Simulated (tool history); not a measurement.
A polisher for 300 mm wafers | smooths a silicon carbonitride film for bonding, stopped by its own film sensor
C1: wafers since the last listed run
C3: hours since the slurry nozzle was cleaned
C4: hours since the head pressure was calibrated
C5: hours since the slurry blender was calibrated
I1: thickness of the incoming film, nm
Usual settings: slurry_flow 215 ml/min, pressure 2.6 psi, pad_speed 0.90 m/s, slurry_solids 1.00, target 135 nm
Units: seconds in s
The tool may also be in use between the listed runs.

Run 1, hour 0.0: usual settings; C1 0; wafers polished on this pad 342; C3 777.7; C4 646.9; C5 129.9; I1 169.6. Result: seconds 125.8 s.
Run 2, hour 22.4: usual settings; C1 136; wafers polished on this pad 479; C3 800.1; C4 669.3; C5 152.3; I1 170.5. Result: seconds 131.3 s.
At hour 44.2: worn pad replaced by a new one.
Run 3, hour 47.1: usual settings; C1 126; wafers polished on this pad 17; C3 824.8; C4 694.0; C5 177.0; I1 169.4. Result: seconds 119.9 s.
Run 4, hour 71.2: usual settings; C1 147; wafers polished on this pad 164; C3 848.9; C4 718.1; C5 201.1; I1 168.9. Result: seconds 124.2 s.
Run 5, hour 83.5: usual settings; C1 75; wafers polished on this pad 239; C3 861.2; C4 730.4; C5 213.4; I1 170.6. Result: seconds 129.4 s.
Run 6, hour 110.4: usual settings but slurry_solids 0.85; C1 164; wafers polished on this pad 403; C3 888.1; C4 757.3; C5 240.3; I1 172.4. Result: seconds 147.7 s.
At hour 127.0: worn pad replaced by a new one.
Run 7, hour 127.5: usual settings but slurry_solids 0.85; C1 79; wafers polished on this pad 3; C3 905.2; C4 774.4; C5 257.4; I1 169.9. Result: seconds 128.2 s.
Run 8, hour 145.3: usual settings but slurry_solids 0.85; C1 108; wafers polished on this pad 111; C3 923.0; C4 792.2; C5 275.2; I1 173.7. Result: seconds 147.7 s.
At hour 181.4: slurry nozzle cleaned.
Run 9, hour 181.9: usual settings but slurry_solids 1.20; C1 217; wafers polished on this pad 329; C3 0.5; C4 828.8; C5 311.8; I1 171.2. Result: seconds 125.0 s.
Run 10, hour 213.3: usual settings but slurry_solids 1.20; C1 191; wafers polished on this pad 520; C3 31.9; C4 860.2; C5 343.2; I1 172.3. Result: seconds 131.7 s.
At hour 230.8: worn pad replaced by a new one.
At hour 235.6: head pressure recalibrated.
Run 11, hour 241.4: usual settings but slurry_solids 1.20; C1 134; wafers polished on this pad 52; C3 60.0; C4 5.8; C5 371.3; I1 169.8. Result: seconds 119.3 s.
Run 12, hour 266.0: usual settings but slurry_flow 280 ml/min, pressure 3.0 psi, slurry_solids 1.10, target 125 nm; C1 150; wafers polished on this pad 202; C3 84.6; C4 30.4; C5 395.9; I1 172.1. Result: seconds 144.3 s.
Run 13, hour 279.1: usual settings but slurry_flow 260 ml/min, slurry_solids 0.75, target 127 nm; C1 79; wafers polished on this pad 282; C3 97.7; C4 43.5; C5 409.0; I1 171.4. Result: seconds 184.2 s.
Run 14, hour 303.0: usual settings but target 131 nm; C1 145; wafers polished on this pad 428; C3 121.6; C4 67.4; C5 432.9; I1 168.2. Result: seconds 143.3 s.
Run 15, hour 331.1: usual settings but target 128 nm; C1 171; wafers polished on this pad 600; C3 149.7; C4 95.5; C5 461.0; I1 173.1. Result: seconds 176.2 s.
At hour 337.7: worn pad replaced by a new one.
Run 16, hour 346.1: usual settings but pressure 2.9 psi; C1 67; wafers polished on this pad 51; C3 164.7; C4 110.5; C5 476.0; I1 168.0. Result: seconds 110.8 s.
Run 17, hour 358.4: usual settings but slurry_solids 0.85; C1 75; wafers polished on this pad 126; C3 177.0; C4 122.8; C5 488.3; I1 171.8. Result: seconds 150.4 s.
Run 18, hour 371.8: usual settings but target 141 nm; C1 81; wafers polished on this pad 207; C3 190.4; C4 136.2; C5 501.7; I1 168.6. Result: seconds 106.4 s.
At hour 378.2: slurry blender recalibrated.
Run 19, hour 388.8: usual settings but slurry_flow 280 ml/min, pressure 3.0 psi, slurry_solids 1.10, target 125 nm; C1 91; wafers polished on this pad 299; C3 207.4; C4 153.2; C5 10.6; I1 170.7. Result: seconds 135.2 s.
Run 20, hour 416.1: usual settings but pressure 2.9 psi, slurry_solids 1.25, target 129 nm; C1 166; wafers polished on this pad 466; C3 234.7; C4 180.5; C5 37.9; I1 170.5. Result: seconds 125.9 s.
At hour 439.7: worn pad replaced by a new one.
Run 21, hour 450.9: usual settings but slurry_flow 165 ml/min, slurry_solids 0.80, target 141 nm; C1 187; wafers polished on this pad 68; C3 269.5; C4 215.3; C5 72.7; I1 170.8. Result: seconds 118.6 s.
Run 22, hour 477.3: usual settings but slurry_flow 150 ml/min, pressure 1.7 psi; C1 161; wafers polished on this pad 229; C3 295.9; C4 241.7; C5 99.1; I1 168.9. Result: seconds 203.7 s.

Forecast each of these 3 alternatives for the next run:
Run A, hour 477.8: usual settings; C1 3; wafers polished on this pad 232; C3 296.4; C4 242.2; C5 99.6; I1 171.4. Result: seconds ?.
Run B, hour 477.8: usual settings but pressure 3.0 psi, pad_speed 0.74 m/s, slurry_solids 1.30; C1 3; wafers polished on this pad 232; C3 296.4; C4 242.2; C5 99.6; I1 171.4. Result: seconds ?.
Run C, hour 477.8: usual settings but pressure 3.0 psi, pad_speed 1.02 m/s, slurry_solids 0.90; C1 3; wafers polished on this pad 232; C3 296.4; C4 242.2; C5 99.6; I1 171.4. Result: seconds ?.

run  seconds
  A    131.7
  B    118.2
  C    109.1
Without the tool's hidden state the same runs would have given:
run  seconds
  A    123.7
  B    111.1
  C    102.5
